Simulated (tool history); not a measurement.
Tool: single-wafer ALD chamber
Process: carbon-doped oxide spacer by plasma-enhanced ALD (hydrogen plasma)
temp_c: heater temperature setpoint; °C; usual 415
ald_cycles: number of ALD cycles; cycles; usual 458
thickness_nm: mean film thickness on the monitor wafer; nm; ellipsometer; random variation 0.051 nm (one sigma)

run	hour	temp_c	ald_cycles	read-back reference wafer on the same gauge, thickness_nm	thickness_nm
1	0.0	415	458	21.996	20.201
2	31.9	415	458	22.003	20.162
3	72.5	415	458	22.014	20.192
# hour 218.0: gauge calibrated
4	257.9	415	458	21.993	20.154
5	324.0	418	458	22.011	19.995
6	366.6	418	458	21.998	20.035
7	390.7	415	458	22.005	20.307
8	425.9	415	458	21.978	20.282
9	471.7	426	389	22.009	16.559
10	506.3	429	414	22.017	17.355
# hour 542.0: thermocouple changed; heater temperature recalibrated
11	552.6	406	398	22.004	18.158
12	597.2	428	369	22.003	15.543
13	651.9	422	404	21.998	17.421
14	681.9	415	458	22.014	20.178

Forecast each of these 3 alternatives for the next run:
A	683.0	415	500	?	?
B	683.0	415	425	?	?
C	683.0	403	458	?	?

run	read-back reference wafer on the same gauge, thickness_nm	thickness_nm
A	21.985	22.065
B	21.985	18.755
C	21.985	21.050
Without the tool's hidden state the same runs would have given:
run	thickness_nm
A	22.065
B	18.755
C	21.050

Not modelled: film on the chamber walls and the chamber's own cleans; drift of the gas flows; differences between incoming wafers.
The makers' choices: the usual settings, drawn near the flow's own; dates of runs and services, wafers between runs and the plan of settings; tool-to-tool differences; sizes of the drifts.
